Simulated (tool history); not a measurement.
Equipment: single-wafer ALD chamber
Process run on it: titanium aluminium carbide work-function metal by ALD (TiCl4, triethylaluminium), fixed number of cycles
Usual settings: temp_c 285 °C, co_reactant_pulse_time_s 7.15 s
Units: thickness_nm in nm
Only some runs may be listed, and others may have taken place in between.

run     day  temp_c  co_reactant_pulse_time_s  wafers since the last listed run  hours since the last thermocouple change  hours since the last triethylaluminium bottle change  hours since the showerhead was replaced  hours since the gauge calibration  read-back reference wafer on the same gauge, thickness_nm  thickness_nm
  1       0     285                      7.15                                 0                                    1320.6                                                 976.4                                   2674.7                               98.4                                                      1.591         1.655
  2   0.554     285                      7.15                               174                                    1333.9                                                 989.7                                     2688                              111.7                                                       1.59          1.66
  3   1.283     285                      7.15                               229                                    1351.4                                                1007.2                                   2705.5                              129.2                                                      1.591         1.669
  4   2.492     285                      7.15                               379                                    1380.4                                                1036.2                                   2734.5                              158.2                                                       1.59         1.665
  5   2.929     285                      7.15                               137                                    1390.9                                                1046.7                                     2745                              168.7                                                       1.59         1.662
  6   3.392     285                      7.15                               145                                      1402                                                1057.8                                   2756.1                              179.8                                                      1.591         1.661
  7   3.796     285                      7.15                               126                                    1411.7                                                1067.5                                   2765.8                              189.5                                                       1.59         1.659
  8   4.367     285                      7.15                               179                                    1425.4                                                1081.2                                   2779.5                              203.2                                                       1.59         1.638
  9    4.65     285                      7.15                                89                                    1432.2                                                  1088                                   2786.3                                210                                                       1.59          1.65
      5.088  -- thermocouple changed; heater temperature recalibrated
 10   5.371     277                      8.12                               121                                       6.8                                                1105.3                                   2803.6                              227.3                                                       1.59         1.651
 11   5.871     289                      7.15                               157                                      18.8                                                1117.3                                   2815.6                              239.3                                                      1.588         1.676
 12   6.412     289                      7.15                               170                                      31.8                                                1130.3                                   2828.6                              252.3                                                       1.59          1.68
 13    7.05     277                      6.01                               200                                      47.1                                                1145.6                                   2843.9                              267.6                                                      1.589         1.478
 14   7.571     285                      8.71                               163                                      59.6                                                1158.1                                   2856.4                              280.1                                                       1.59         1.752
 15   8.217     285                      7.15                               202                                      75.1                                                1173.6                                   2871.9                              295.6                                                       1.59         1.637
 16     8.8     277                      9.65                               183                                      89.1                                                1187.6                                   2885.9                              309.6                                                      1.589         1.721
      9.362  -- triethylaluminium bottle replaced
 17   9.517     296                      4.77                               120                                     106.3                                                   3.7                                   2903.1                              326.8                                                      1.589         1.247
     10.025  -- showerhead replaced
 18  10.046     270                      5.91                                61                                       119                                                  16.4                                      0.5                              339.5                                                      1.589         1.299
     10.338  -- gauge calibrated
 19  10.512     295                      9.12                               146                                     130.2                                                  27.6                                     11.7                                4.2                                                      1.589         1.735
 20  10.954     291                      7.15                               138                                     140.8                                                  38.2                                     22.3                               14.8                                                      1.591         1.564
 21  11.354     279                      8.51                               125                                     150.4                                                  47.8                                     31.9                               24.4                                                       1.59         1.602
 22  11.679     274                      8.24                               102                                     158.2                                                  55.6                                     39.7                               32.2                                                      1.589         1.551
 23   11.95     285                      7.15                                85                                     164.7                                                  62.1                                     46.2                               38.7                                                       1.59         1.528
     12.758  -- triethylaluminium bottle replaced, repeated, since the last time left the tool worse
 24  12.779     276                      9.86                               155                                     184.6                                                   0.5                                     66.1                               58.6                                                       1.59         1.757
 25  13.292     291                       4.8                               161                                     196.9                                                  12.8                                     78.4                               70.9                                                       1.59          1.49
 26  13.875     272                      8.22                               183                                     210.9                                                  26.8                                     92.4                               84.9                                                       1.59         1.684
 27  14.188     278                      9.64                                98                                     218.4                                                  34.3                                     99.9                               92.4                                                       1.59         1.771
 28  14.562     292                      9.06                               117                                     227.4                                                  43.3                                    108.9                              101.4                                                      1.591         1.844
 29  15.896     285                      7.15                               418                                     259.4                                                  75.3                                    140.9                              133.4                                                       1.59         1.715

Describe how what the log doesn't record of the tool's condition differs between the last listed run preceding each entry between runs and the first listed run following it.
From run 9 to run 10: thermocouple changed; heater temperature recalibrated (day 5.088)
  triethylaluminium dose above that of a fresh bottle (%): -11.9 -> -12.3
  the result without the hidden state subtracted from the measured one, thickness_nm: -0.068 -> -0.054 nm
From run 16 to run 17: triethylaluminium bottle replaced (day 9.362)
  triethylaluminium dose above that of a fresh bottle (%): -13.8 -> -26.7
  the result without the hidden state subtracted from the measured one, thickness_nm: -0.044 -> -0.272 nm
From run 17 to run 18: showerhead replaced (day 10.025)
  no difference in the tool's unlogged condition between these two runs
  the result without the hidden state subtracted from the measured one, thickness_nm: -0.272 -> -0.219 nm
From run 18 to run 19: gauge calibrated (day 10.338)
  no difference in the tool's unlogged condition between these two runs
  the result without the hidden state subtracted from the measured one, thickness_nm: -0.219 -> -0.136 nm
From run 23 to run 24: triethylaluminium bottle replaced, repeated, since the last time left the tool worse (day 12.758)
  triethylaluminium dose above that of a fresh bottle (%): -26.8 -> -0.703
  the result without the hidden state subtracted from the measured one, thickness_nm: -0.193 -> -0.002 nm
